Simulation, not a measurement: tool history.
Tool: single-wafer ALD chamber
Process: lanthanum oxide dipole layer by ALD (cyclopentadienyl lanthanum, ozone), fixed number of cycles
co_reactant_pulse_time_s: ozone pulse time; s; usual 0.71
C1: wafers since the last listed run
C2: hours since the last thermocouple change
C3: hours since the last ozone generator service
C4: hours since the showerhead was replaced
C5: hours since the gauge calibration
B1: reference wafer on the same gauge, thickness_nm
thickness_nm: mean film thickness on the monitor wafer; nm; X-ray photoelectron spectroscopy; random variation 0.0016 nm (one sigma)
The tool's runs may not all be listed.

run 1 hour=0 | co_reactant_pulse_time_s=0.52 | C1=0 C2=1259.9 C3=1208.2 C4=2218.6 C5=205.2 | B1=0.497 | thickness_nm=0.295
run 2 hour=19.1 | co_reactant_pulse_time_s=0.52 | C1=395 C2=1279 C3=1227.3 C4=2237.7 C5=224.3 | B1=0.497 | thickness_nm=0.295
run 3 hour=47.5 | co_reactant_pulse_time_s=0.71 | C1=588 C2=1307.4 C3=1255.7 C4=2266.1 C5=252.7 | B1=0.497 | thickness_nm=0.429
run 4 hour=75.3 | co_reactant_pulse_time_s=0.71 | C1=576 C2=1335.2 C3=1283.5 C4=2293.9 C5=280.5 | B1=0.497 | thickness_nm=0.433
run 5 hour=89.5 | co_reactant_pulse_time_s=0.78 | C1=294 C2=1349.4 C3=1297.7 C4=2308.1 C5=294.7 | B1=0.497 | thickness_nm=0.466
run 6 hour=110.7 | co_reactant_pulse_time_s=0.78 | C1=439 C2=1370.6 C3=1318.9 C4=2329.3 C5=315.9 | B1=0.497 | thickness_nm=0.47
run 7 hour=146.4 | co_reactant_pulse_time_s=0.5 | C1=740 C2=1406.3 C3=1354.6 C4=2365 C5=351.6 | B1=0.497 | thickness_nm=0.274
run 8 hour=176.1 | co_reactant_pulse_time_s=0.5 | C1=615 C2=1436 C3=1384.3 C4=2394.7 C5=381.3 | B1=0.497 | thickness_nm=0.275
-- hour=245.3 ozone generator serviced
run 9 hour=245.8 | co_reactant_pulse_time_s=0.5 | C1=1279 C2=1505.7 C3=0.5 C4=2464.4 C5=451 | B1=0.497 | thickness_nm=0.316
run 10 hour=266.8 | co_reactant_pulse_time_s=0.51 | C1=435 C2=1526.7 C3=21.5 C4=2485.4 C5=472 | B1=0.497 | thickness_nm=0.327
run 11 hour=287.8 | co_reactant_pulse_time_s=0.79 | C1=435 C2=1547.7 C3=42.5 C4=2506.4 C5=493 | B1=0.497 | thickness_nm=0.51
-- hour=290.9 gauge calibrated
run 12 hour=301.3 | co_reactant_pulse_time_s=0.53 | C1=279 C2=1561.2 C3=56 C4=2519.9 C5=10.4 | B1=0.497 | thickness_nm=0.342
-- hour=332.1 showerhead replaced
run 13 hour=332.6 | co_reactant_pulse_time_s=0.92 | C1=483 C2=1592.5 C3=87.3 C4=0.5 C5=41.7 | B1=0.497 | thickness_nm=0.551
run 14 hour=342.8 | co_reactant_pulse_time_s=0.71 | C1=211 C2=1602.7 C3=97.5 C4=10.7 C5=51.9 | B1=0.497 | thickness_nm=0.466
run 15 hour=366.4 | co_reactant_pulse_time_s=0.47 | C1=489 C2=1626.3 C3=121.1 C4=34.3 C5=75.5 | B1=0.497 | thickness_nm=0.273
run 16 hour=381.4 | co_reactant_pulse_time_s=0.43 | C1=310 C2=1641.3 C3=136.1 C4=49.3 C5=90.5 | B1=0.497 | thickness_nm=0.223
-- hour=405.8 thermocouple changed; heater temperature recalibrated
run 17 hour=417.2 | co_reactant_pulse_time_s=0.71 | C1=576 C2=11.4 C3=171.9 C4=85.1 C5=126.3 | B1=0.497 | thickness_nm=0.461
run 18 hour=432.9 | co_reactant_pulse_time_s=0.44 | C1=325 C2=27.1 C3=187.6 C4=100.8 C5=142 | B1=0.497 | thickness_nm=0.233
run 19 hour=460.7 | co_reactant_pulse_time_s=0.8 | C1=576 C2=54.9 C3=215.4 C4=128.6 C5=169.8 | B1=0.497 | thickness_nm=0.501
run 20 hour=474.2 | co_reactant_pulse_time_s=0.5 | C1=279 C2=68.4 C3=228.9 C4=142.1 C5=183.3 | B1=0.497 | thickness_nm=0.3
run 21 hour=507.2 | co_reactant_pulse_time_s=0.71 | C1=684 C2=101.4 C3=261.9 C4=175.1 C5=216.3 | B1=0.497 | thickness_nm=0.457

Forecast each of these 4 alternatives for the next run:
run A hour=507.6 | co_reactant_pulse_time_s=0.71 | C1=8 C2=101.8 C3=262.3 C4=175.5 C5=216.7 | B1=? | thickness_nm=?
run B hour=507.6 | co_reactant_pulse_time_s=0.83 | C1=8 C2=101.8 C3=262.3 C4=175.5 C5=216.7 | B1=? | thickness_nm=?
run C hour=507.6 | co_reactant_pulse_time_s=0.63 | C1=8 C2=101.8 C3=262.3 C4=175.5 C5=216.7 | B1=? | thickness_nm=?
run D hour=507.6 | co_reactant_pulse_time_s=0.84 | C1=8 C2=101.8 C3=262.3 C4=175.5 C5=216.7 | B1=? | thickness_nm=?

run=A B1=0.497 thickness_nm=0.457
run=B B1=0.497 thickness_nm=0.511
run=C B1=0.497 thickness_nm=0.408
run=D B1=0.497 thickness_nm=0.515
Without the tool's hidden state the same runs would have given:
run=A thickness_nm=0.479
run=B thickness_nm=0.53
run=C thickness_nm=0.431
run=D thickness_nm=0.533
